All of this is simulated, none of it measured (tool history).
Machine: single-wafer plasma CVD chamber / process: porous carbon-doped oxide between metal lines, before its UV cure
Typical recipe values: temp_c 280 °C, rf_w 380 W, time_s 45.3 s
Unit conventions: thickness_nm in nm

| run | hour | temp_c | rf_w | time_s | wafers since the last listed run | hours since the last thermocouple change | hours since the last RF generator calibration | hours since the showerhead was replaced | hours since the gauge calibration | read-back reference wafer on the same gauge, thickness_nm | thickness_nm |
|---|---|---|---|---|---|---|---|---|---|---|---|
| 1 | 0 | 280 | 380 | 45.3 | 0 | 2724.9 | 1872.8 | 4905.9 | 78.2 | 222.982 | 212.503 |
| 2 | 12.5 | 280 | 380 | 45.3 | 252 | 2737.4 | 1885.3 | 4918.4 | 90.7 | 223.04 | 212.513 |
| 3 | 116.1 | 280 | 380 | 45.3 | 2094 | 2841 | 1988.9 | 5022 | 194.3 | 222.593 | 211.688 |
| 4 | 133 | 280 | 380 | 45.3 | 341 | 2857.9 | 2005.8 | 5038.9 | 211.2 | 222.998 | 209.712 |
| 5 | 153.6 | 280 | 380 | 45.3 | 416 | 2878.5 | 2026.4 | 5059.5 | 231.8 | 222.654 | 211.329 |
| 6 | 189.4 | 280 | 380 | 45.3 | 723 | 2914.3 | 2062.2 | 5095.3 | 267.6 | 222.61 | 209.728 |
| 7 | 216.3 | 280 | 380 | 45.3 | 543 | 2941.2 | 2089.1 | 5122.2 | 294.5 | 223.28 | 208.826 |
|  | 233.9 | gauge calibrated |
| 8 | 252.1 | 280 | 380 | 38.2 | 723 | 2977 | 2124.9 | 5158 | 18.2 | 223.173 | 178.174 |
| 9 | 268 | 280 | 380 | 52.1 | 321 | 2992.9 | 2140.8 | 5173.9 | 34.1 | 222.991 | 240.01 |
|  | 277.7 | showerhead replaced |
| 10 | 282.7 | 280 | 380 | 52.1 | 135 | 3007.6 | 2155.5 | 5 | 48.8 | 223.116 | 239.015 |
|  | 299.8 | RF generator calibrated |
|  | 304.8 | thermocouple changed; heater temperature recalibrated |
| 11 | 305.3 | 280 | 380 | 52.1 | 193 | 0.5 | 5.5 | 27.6 | 71.4 | 223.425 | 257.779 |
| 12 | 319.4 | 280 | 330 | 45.3 | 285 | 14.6 | 19.6 | 41.7 | 85.5 | 222.876 | 195.632 |
| 13 | 335.7 | 291 | 325 | 45.3 | 329 | 30.9 | 35.9 | 58 | 101.8 | 223.016 | 179.02 |
| 14 | 360.1 | 293 | 355 | 40.5 | 493 | 55.3 | 60.3 | 82.4 | 126.2 | 223.2 | 171.442 |
| 15 | 380.1 | 295 | 335 | 36.8 | 404 | 75.3 | 80.3 | 102.4 | 146.2 | 223.248 | 146.057 |
| 16 | 403.9 | 291 | 420 | 36.8 | 481 | 99.1 | 104.1 | 126.2 | 170 | 223.377 | 187.031 |
| 17 | 430.8 | 280 | 380 | 45.3 | 543 | 126 | 131 | 153.1 | 196.9 | 222.879 | 225.403 |
| 18 | 463 | 280 | 340 | 48.1 | 651 | 158.2 | 163.2 | 185.3 | 229.1 | 223.085 | 212.53 |
| 19 | 486.1 | 273 | 360 | 52.6 | 467 | 181.3 | 186.3 | 208.4 | 252.2 | 222.636 | 259.256 |
| 20 | 509.1 | 280 | 380 | 45.3 | 465 | 204.3 | 209.3 | 231.4 | 275.2 | 223.032 | 224.97 |
| 21 | 531.3 | 280 | 380 | 45.3 | 448 | 226.5 | 231.5 | 253.6 | 297.4 | 222.953 | 225.595 |
| 22 | 549.4 | 280 | 380 | 51.8 | 366 | 244.6 | 249.6 | 271.7 | 315.5 | 223.019 | 257.284 |
| 23 | 577.6 | 280 | 345 | 37.1 | 570 | 272.8 | 277.8 | 299.9 | 343.7 | 223.104 | 167.574 |
|  | 583.7 | gauge calibrated |
| 24 | 594.3 | 293 | 355 | 40.5 | 337 | 289.5 | 294.5 | 316.6 | 10.6 | 222.736 | 173.811 |
| 25 | 653.3 | 280 | 380 | 45.3 | 1193 | 348.5 | 353.5 | 375.6 | 69.6 | 222.944 | 224.962 |

What was the tool's hidden state at every run in the log?
wafer temperature above the value expected at the setpoint (K): 0 at every run
gauge reads high (%): 0 at every run
H1: delivered RF power above the setpoint (%)
| run | H1 |
|---|---|
| 1 | -6.35 |
| 2 | -6.41 |
| 3 | -6.99 |
| 4 | -7.09 |
| 5 | -7.21 |
| 6 | -7.42 |
| 7 | -7.59 |
| 8 | -7.8 |
| 9 | -7.9 |
| 10 | -7.99 |
| 11 | -0.642 |
| 12 | -0.642 |
| 13 | -0.644 |
| 14 | -0.647 |
| 15 | -0.651 |
| 16 | -0.657 |
| 17 | -0.667 |
| 18 | -0.68 |
| 19 | -0.692 |
| 20 | -0.705 |
| 21 | -0.719 |
| 22 | -0.732 |
| 23 | -0.753 |
| 24 | -0.767 |
| 25 | -0.822 |
